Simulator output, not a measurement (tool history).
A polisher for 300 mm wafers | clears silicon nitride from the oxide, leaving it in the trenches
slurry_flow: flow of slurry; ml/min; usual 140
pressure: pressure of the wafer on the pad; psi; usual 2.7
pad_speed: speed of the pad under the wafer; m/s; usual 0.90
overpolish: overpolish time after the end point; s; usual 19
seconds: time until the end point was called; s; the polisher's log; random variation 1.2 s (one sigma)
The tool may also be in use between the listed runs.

| run | hour | slurry_flow | pressure | pad_speed | overpolish | wafers since the last listed run | wafers polished on this pad | hours since the slurry nozzle was cleaned | hours since the head pressure was calibrated | incoming thickness of the incoming film, nm | seconds |
|---|---|---|---|---|---|---|---|---|---|---|---|
| 1 | 0.0 | 140 | 2.7 | 0.90 | 19 | 0 | 523 | 373.2 | 384.7 | 114.7 | 144.0 |
|  | 7.6 | worn pad replaced by a new one |
| 2 | 16.1 | 140 | 2.7 | 0.90 | 19 | 128 | 90 | 389.3 | 400.8 | 115.3 | 141.3 |
| 3 | 31.0 | 140 | 2.7 | 0.90 | 19 | 158 | 248 | 404.2 | 415.7 | 113.6 | 143.5 |
| 4 | 47.9 | 120 | 2.7 | 0.90 | 19 | 179 | 427 | 421.1 | 432.6 | 115.0 | 147.6 |
|  | 62.9 | worn pad replaced by a new one |
| 5 | 63.4 | 120 | 2.7 | 0.90 | 19 | 122 | 5 | 436.6 | 448.1 | 115.0 | 148.4 |
| 6 | 70.3 | 140 | 2.7 | 0.90 | 19 | 73 | 78 | 443.5 | 455.0 | 114.5 | 143.1 |
| 7 | 80.3 | 140 | 2.7 | 0.90 | 19 | 106 | 184 | 453.5 | 465.0 | 115.6 | 143.7 |
| 8 | 92.1 | 140 | 2.7 | 0.90 | 19 | 125 | 309 | 465.3 | 476.8 | 116.7 | 143.7 |
|  | 106.0 | worn pad replaced by a new one |
| 9 | 110.0 | 120 | 3.6 | 1.08 | 19 | 147 | 42 | 483.2 | 494.7 | 116.0 | 92.0 |
| 10 | 118.5 | 140 | 2.7 | 0.90 | 19 | 90 | 132 | 491.7 | 503.2 | 115.4 | 143.7 |
|  | 125.6 | slurry nozzle cleaned |
|  | 135.4 | head pressure recalibrated |
| 11 | 135.7 | 140 | 3.3 | 0.90 | 19 | 150 | 283 | 10.1 | 0.3 | 115.2 | 118.8 |
| 12 | 146.2 | 140 | 2.7 | 0.90 | 19 | 111 | 394 | 20.6 | 10.8 | 114.1 | 143.0 |
|  | 153.3 | worn pad replaced by a new one |
| 13 | 163.6 | 140 | 2.4 | 0.62 | 19 | 142 | 109 | 38.0 | 28.2 | 114.6 | 234.0 |
| 14 | 177.1 | 175 | 2.7 | 1.08 | 19 | 143 | 252 | 51.5 | 41.7 | 113.7 | 112.9 |
|  | 198.4 | worn pad replaced by a new one |
| 15 | 218.7 | 140 | 2.1 | 1.04 | 24 | 399 | 215 | 93.1 | 83.3 | 114.3 | 160.0 |
| 16 | 230.3 | 100 | 3.5 | 0.90 | 19 | 123 | 339 | 104.7 | 94.9 | 113.8 | 117.9 |

5 ways to go on from here, each from the tool as it stands after run 16. What would each give?
| A | 230.8 | 140 | 2.7 | 0.90 | 10 | 5 | 344 | 105.2 | 95.4 | 116.2 | ? |
| B | 230.8 | 140 | 3.3 | 0.90 | 30 | 5 | 344 | 105.2 | 95.4 | 116.2 | ? |
| C | 230.8 | 140 | 2.7 | 0.90 | 27 | 5 | 344 | 105.2 | 95.4 | 116.2 | ? |
| D | 230.8 | 140 | 3.0 | 0.76 | 15 | 5 | 344 | 105.2 | 95.4 | 116.2 | ? |
| E | 230.8 | 160 | 2.7 | 1.00 | 28 | 5 | 344 | 105.2 | 95.4 | 116.2 | ? |

| run | seconds |
|---|---|
| A | 145.6 |
| B | 119.1 |
| C | 145.6 |
| D | 155.2 |
| E | 128.2 |
Without the tool's hidden state the same runs would have given:
| run | seconds |
|---|---|
| A | 145.6 |
| B | 119.1 |
| C | 145.6 |
| D | 155.2 |
| E | 128.2 |
